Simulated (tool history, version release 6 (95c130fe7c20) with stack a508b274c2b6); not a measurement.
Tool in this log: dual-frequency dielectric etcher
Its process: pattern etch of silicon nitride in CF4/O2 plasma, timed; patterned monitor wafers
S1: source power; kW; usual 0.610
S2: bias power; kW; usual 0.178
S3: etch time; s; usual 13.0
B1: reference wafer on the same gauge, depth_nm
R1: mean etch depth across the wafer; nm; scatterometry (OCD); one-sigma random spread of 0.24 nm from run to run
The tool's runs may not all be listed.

| run | day | S1 | S2 | S3 | B1 | R1 |
|---|---|---|---|---|---|---|
| 1 | 0.000 | 0.610 | 0.178 | 13.0 | 28.91 | 35.79 |
| 2 | 0.904 | 0.610 | 0.178 | 13.0 | 28.96 | 35.98 |
| 3 | 2.325 | 0.610 | 0.178 | 13.0 | 28.91 | 36.01 |
| 4 | 3.138 | 0.610 | 0.178 | 13.0 | 28.98 | 36.06 |
| 5 | 4.288 | 0.610 | 0.178 | 13.0 | 28.90 | 36.27 |
|  | 4.679 | source power generator calibrated |
| 6 | 5.425 | 0.680 | 0.190 | 13.0 | 28.95 | 41.06 |
| 7 | 6.192 | 0.680 | 0.190 | 13.0 | 28.88 | 41.28 |
| 8 | 7.125 | 0.610 | 0.178 | 13.0 | 28.84 | 36.64 |
| 9 | 7.946 | 0.510 | 0.178 | 13.0 | 28.99 | 30.06 |
| 10 | 8.850 | 0.540 | 0.191 | 10.5 | 28.85 | 26.52 |
| 11 | 9.367 | 0.480 | 0.202 | 11.0 | 28.87 | 24.73 |
|  | 10.683 | upper electrode replaced |
| 12 | 10.704 | 0.550 | 0.136 | 13.0 | 28.87 | 30.98 |
|  | 11.000 | gauge calibrated |
| 13 | 11.012 | 0.610 | 0.178 | 10.0 | 28.94 | 28.19 |
| 14 | 11.721 | 0.610 | 0.164 | 13.0 | 28.90 | 35.99 |
| 15 | 12.875 | 0.490 | 0.178 | 13.0 | 28.94 | 29.13 |
| 16 | 13.808 | 0.610 | 0.178 | 13.0 | 28.94 | 36.63 |
| 17 | 15.279 | 0.690 | 0.154 | 14.0 | 28.92 | 43.94 |
|  | 16.600 | wet clean of the chamber |
| 18 | 16.621 | 0.530 | 0.178 | 11.5 | 28.92 | 26.56 |
| 19 | 17.338 | 0.610 | 0.221 | 12.0 | 28.90 | 34.26 |
| 20 | 18.475 | 0.610 | 0.136 | 16.5 | 28.89 | 42.23 |
| 21 | 19.608 | 0.700 | 0.147 | 13.0 | 28.97 | 38.97 |
| 22 | 20.279 | 0.610 | 0.178 | 13.0 | 28.90 | 35.66 |
| 23 | 21.708 | 0.610 | 0.136 | 16.5 | 28.92 | 42.84 |
| 24 | 22.467 | 0.610 | 0.178 | 13.0 | 28.89 | 35.56 |

Expected results for the next run?
| 25 | 23.242 | 0.700 | 0.178 | 15.0 | ? | ? |

{"run 25": {"B1": 28.88, "R1": 47.74}}
The same run, on a tool lacking any hidden state, would have yielded R1 47.19 nm.
